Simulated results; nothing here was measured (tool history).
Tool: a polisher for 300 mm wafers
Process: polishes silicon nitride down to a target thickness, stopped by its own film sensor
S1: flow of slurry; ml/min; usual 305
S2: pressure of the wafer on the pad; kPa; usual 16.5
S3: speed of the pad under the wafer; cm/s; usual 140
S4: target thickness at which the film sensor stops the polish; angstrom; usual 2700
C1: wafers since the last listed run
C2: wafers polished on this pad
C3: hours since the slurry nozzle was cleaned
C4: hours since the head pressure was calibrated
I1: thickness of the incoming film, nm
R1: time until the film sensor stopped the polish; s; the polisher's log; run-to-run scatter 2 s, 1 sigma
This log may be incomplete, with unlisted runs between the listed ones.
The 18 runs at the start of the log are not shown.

{"run": 19, "hour": 1315.9, "S1": 205, "S2": 16.5, "S3": 174, "S4": 2150, "C1": 996, "C2": 2084, "C3": 120.1, "C4": 333.5, "I1": 446.2, "R1": 162}
{"run": 20, "hour": 1365.9, "S1": 240, "S2": 18.6, "S3": 96, "S4": 2250, "C1": 503, "C2": 2587, "C3": 170.1, "C4": 383.5, "I1": 441.9, "R1": 211.3}
{"run": 21, "hour": 1456.2, "S1": 305, "S2": 16.5, "S3": 140, "S4": 2700, "C1": 909, "C2": 3496, "C3": 260.4, "C4": 473.8, "I1": 458.3, "R1": 147.7}
{"hour": 1507.6, "done": "worn pad replaced by a new one, of another model than before"}
{"run": 22, "hour": 1523.8, "S1": 305, "S2": 19.3, "S3": 140, "S4": 3290, "C1": 640, "C2": 162, "C3": 328, "C4": 541.4, "I1": 446, "R1": 81.3}
{"run": 23, "hour": 1560.7, "S1": 345, "S2": 11.7, "S3": 140, "S4": 3060, "C1": 371, "C2": 534, "C3": 364.9, "C4": 578.3, "I1": 444.7, "R1": 139.8}
{"hour": 1606.7, "done": "slurry nozzle cleaned"}
{"run": 24, "hour": 1609.8, "S1": 305, "S2": 16.5, "S3": 140, "S4": 2700, "C1": 484, "C2": 1018, "C3": 3.1, "C4": 627.4, "I1": 442.6, "R1": 134.3}
{"run": 25, "hour": 1684.3, "S1": 210, "S2": 21.4, "S3": 140, "S4": 2520, "C1": 750, "C2": 1768, "C3": 77.6, "C4": 701.9, "I1": 446.5, "R1": 127.5}
{"run": 26, "hour": 1736.0, "S1": 305, "S2": 16.5, "S3": 140, "S4": 2700, "C1": 520, "C2": 2289, "C3": 129.3, "C4": 753.6, "I1": 446.5, "R1": 136.9}
{"run": 27, "hour": 1801.8, "S1": 265, "S2": 16.5, "S3": 96, "S4": 2520, "C1": 662, "C2": 2951, "C3": 195.1, "C4": 819.4, "I1": 447.6, "R1": 192.1}
{"run": 28, "hour": 1858.4, "S1": 260, "S2": 16.5, "S3": 140, "S4": 3170, "C1": 569, "C2": 3521, "C3": 251.7, "C4": 876, "I1": 449.5, "R1": 107.5}
{"hour": 1882.9, "done": "worn pad replaced by a new one"}
{"run": 29, "hour": 1932.4, "S1": 255, "S2": 16.5, "S3": 128, "S4": 2700, "C1": 704, "C2": 497, "C3": 325.7, "C4": 950, "I1": 455.6, "R1": 153.9}
{"run": 30, "hour": 1994.2, "S1": 305, "S2": 16.5, "S3": 140, "S4": 2700, "C1": 622, "C2": 1120, "C3": 387.5, "C4": 1011.8, "I1": 453.8, "R1": 147.9}
{"hour": 2016.8, "done": "head pressure recalibrated"}
{"hour": 2039.3, "done": "slurry nozzle cleaned"}
{"run": 31, "hour": 2048.5, "S1": 305, "S2": 16.5, "S3": 140, "S4": 2700, "C1": 516, "C2": 1636, "C3": 9.2, "C4": 31.7, "I1": 447.9, "R1": 138.4}

3 options for the next run, each taken on its own from the tool as it stands now. Forecast them:
{"run": "A", "hour": 2049.0, "S1": 305, "S2": 16.5, "S3": 140, "S4": 2700, "C1": 5, "C2": 1641, "C3": 9.7, "C4": 32.2, "I1": 447.9, "R1": "?"}
{"run": "B", "hour": 2049.0, "S1": 305, "S2": 20.7, "S3": 92, "S4": 3220, "C1": 5, "C2": 1641, "C3": 9.7, "C4": 32.2, "I1": 447.9, "R1": "?"}
{"run": "C", "hour": 2049.0, "S1": 305, "S2": 16.5, "S3": 102, "S4": 3080, "C1": 5, "C2": 1641, "C3": 9.7, "C4": 32.2, "I1": 447.9, "R1": "?"}

run=A R1=133.7
run=B R1=101.5
run=C R1=126.4
With the hidden condition removed and each run's random variation left untouched, the same runs would have given:
run=A R1=133.7
run=B R1=101.4
run=C R1=126.4

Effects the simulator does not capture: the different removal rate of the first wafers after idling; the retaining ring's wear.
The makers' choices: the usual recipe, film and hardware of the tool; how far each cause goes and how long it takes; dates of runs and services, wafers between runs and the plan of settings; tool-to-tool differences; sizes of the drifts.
